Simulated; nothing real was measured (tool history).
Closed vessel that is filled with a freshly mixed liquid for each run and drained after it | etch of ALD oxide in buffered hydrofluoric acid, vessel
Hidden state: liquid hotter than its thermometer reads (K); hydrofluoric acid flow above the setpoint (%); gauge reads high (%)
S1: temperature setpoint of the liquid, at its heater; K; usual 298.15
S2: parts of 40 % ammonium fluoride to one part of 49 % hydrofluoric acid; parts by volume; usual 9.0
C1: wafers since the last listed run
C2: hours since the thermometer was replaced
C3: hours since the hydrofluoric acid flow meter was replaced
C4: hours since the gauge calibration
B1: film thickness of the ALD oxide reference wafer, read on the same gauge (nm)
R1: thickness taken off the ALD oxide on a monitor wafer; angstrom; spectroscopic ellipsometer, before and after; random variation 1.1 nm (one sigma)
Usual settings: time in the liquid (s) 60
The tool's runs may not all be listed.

run 1 day=0.000 | S1=298.15 S2=10.0 time_in_the_liquid_(s)=60 | C1=0 C2=670.8 C3=1239.5 C4=201.8 | B1=60.01 | R1=1518.2
run 2 day=0.667 | S1=298.15 S2=9.0 time_in_the_liquid_(s)=60 | C1=2131 C2=686.8 C3=1255.5 C4=217.8 | B1=60.01 | R1=1665.7
run 3 day=1.217 | S1=298.15 S2=9.0 time_in_the_liquid_(s)=60 | C1=1758 C2=700.0 C3=1268.7 C4=231.0 | B1=59.99 | R1=1692.2
run 4 day=2.225 | S1=298.15 S2=9.0 time_in_the_liquid_(s)=60 | C1=3224 C2=724.2 C3=1292.9 C4=255.2 | B1=60.01 | R1=1688.0
run 5 day=3.592 | S1=298.15 S2=9.0 time_in_the_liquid_(s)=60 | C1=4370 C2=757.0 C3=1325.7 C4=288.0 | B1=60.02 | R1=1689.0
run 6 day=5.038 | S1=298.15 S2=9.0 time_in_the_liquid_(s)=60 | C1=4623 C2=791.7 C3=1360.4 C4=322.7 | B1=59.99 | R1=1707.1
run 7 day=6.212 | S1=298.15 S2=9.0 time_in_the_liquid_(s)=60 | C1=3757 C2=819.9 C3=1388.6 C4=350.9 | B1=60.01 | R1=1699.7
run 8 day=6.875 | S1=298.15 S2=8.0 time_in_the_liquid_(s)=85 | C1=2118 C2=835.8 C3=1404.5 C4=366.8 | B1=60.02 | R1=2739.8
run 9 day=7.679 | S1=298.15 S2=8.0 time_in_the_liquid_(s)=85 | C1=2571 C2=855.1 C3=1423.8 C4=386.1 | B1=59.99 | R1=2743.0
run 10 day=9.050 | S1=298.15 S2=8.0 time_in_the_liquid_(s)=85 | C1=4383 C2=888.0 C3=1456.7 C4=419.0 | B1=59.99 | R1=2760.5
run 11 day=9.900 | S1=298.15 S2=9.0 time_in_the_liquid_(s)=70 | C1=2718 C2=908.4 C3=1477.1 C4=439.4 | B1=60.00 | R1=2031.9
run 12 day=10.858 | S1=298.15 S2=9.0 time_in_the_liquid_(s)=70 | C1=3064 C2=931.4 C3=1500.1 C4=462.4 | B1=60.00 | R1=2002.8
run 13 day=12.133 | S1=298.15 S2=9.0 time_in_the_liquid_(s)=70 | C1=4077 C2=962.0 C3=1530.7 C4=493.0 | B1=60.00 | R1=2035.8
run 14 day=13.338 | S1=299.65 S2=11.5 time_in_the_liquid_(s)=30 | C1=3850 C2=990.9 C3=1559.6 C4=521.9 | B1=59.98 | R1=763.2
-- day=14.325 gauge calibrated
run 15 day=14.625 | S1=295.15 S2=9.0 time_in_the_liquid_(s)=75 | C1=4117 C2=1021.8 C3=1590.5 C4=7.2 | B1=60.02 | R1=1861.9
-- day=16.058 thermometer replaced
run 16 day=16.742 | S1=298.15 S2=9.0 time_in_the_liquid_(s)=60 | C1=6635 C2=16.4 C3=1641.3 C4=58.0 | B1=59.99 | R1=1616.3
run 17 day=17.542 | S1=298.15 S2=9.0 time_in_the_liquid_(s)=60 | C1=2558 C2=35.6 C3=1660.5 C4=77.2 | B1=60.00 | R1=1608.7
run 18 day=18.904 | S1=296.15 S2=9.0 time_in_the_liquid_(s)=75 | C1=4357 C2=68.3 C3=1693.2 C4=109.9 | B1=60.00 | R1=1815.7
run 19 day=19.771 | S1=298.15 S2=9.0 time_in_the_liquid_(s)=50 | C1=2771 C2=89.1 C3=1714.0 C4=130.7 | B1=60.00 | R1=1358.7
-- day=20.050 hydrofluoric acid flow meter replaced
run 20 day=20.512 | S1=302.15 S2=9.0 time_in_the_liquid_(s)=60 | C1=2238 C2=106.9 C3=11.1 C4=148.5 | B1=60.00 | R1=1820.0
run 21 day=21.629 | S1=296.15 S2=11.5 time_in_the_liquid_(s)=95 | C1=3571 C2=133.7 C3=37.9 C4=175.3 | B1=60.01 | R1=1720.3
run 22 day=22.438 | S1=295.15 S2=7.0 time_in_the_liquid_(s)=45 | C1=2585 C2=153.1 C3=57.3 C4=194.7 | B1=60.01 | R1=1237.0
run 23 day=23.538 | S1=294.15 S2=8.0 time_in_the_liquid_(s)=45 | C1=3517 C2=179.5 C3=83.7 C4=221.1 | B1=60.01 | R1=1012.4
run 24 day=24.233 | S1=298.15 S2=6.5 time_in_the_liquid_(s)=60 | C1=2225 C2=196.2 C3=100.4 C4=237.8 | B1=59.99 | R1=2107.9
run 25 day=25.188 | S1=298.15 S2=7.5 time_in_the_liquid_(s)=80 | C1=3051 C2=219.1 C3=123.3 C4=260.7 | B1=60.00 | R1=2441.0

Forecast each of these 5 alternatives for the next run:
run A day=25.217 | S1=298.15 S2=9.0 time_in_the_liquid_(s)=60 | C1=93 C2=219.8 C3=124.0 C4=261.4 | B1=? | R1=?
run B day=25.217 | S1=300.15 S2=9.0 time_in_the_liquid_(s)=60 | C1=93 C2=219.8 C3=124.0 C4=261.4 | B1=? | R1=?
run C day=25.217 | S1=298.15 S2=9.0 time_in_the_liquid_(s)=40 | C1=93 C2=219.8 C3=124.0 C4=261.4 | B1=? | R1=?
run D day=25.217 | S1=298.15 S2=7.0 time_in_the_liquid_(s)=60 | C1=93 C2=219.8 C3=124.0 C4=261.4 | B1=? | R1=?
run E day=25.217 | S1=298.15 S2=9.0 time_in_the_liquid_(s)=45 | C1=93 C2=219.8 C3=124.0 C4=261.4 | B1=? | R1=?

run=A B1=60.00 R1=1529.7
run=B B1=60.00 R1=1703.0
run=C B1=60.00 R1=1019.8
run=D B1=60.00 R1=2000.4
run=E B1=60.00 R1=1147.3
Without the tool's hidden state the same runs would have given:
run=A R1=1473.4
run=B R1=1640.8
run=C R1=982.3
run=D R1=1933.9
run=E R1=1105.1
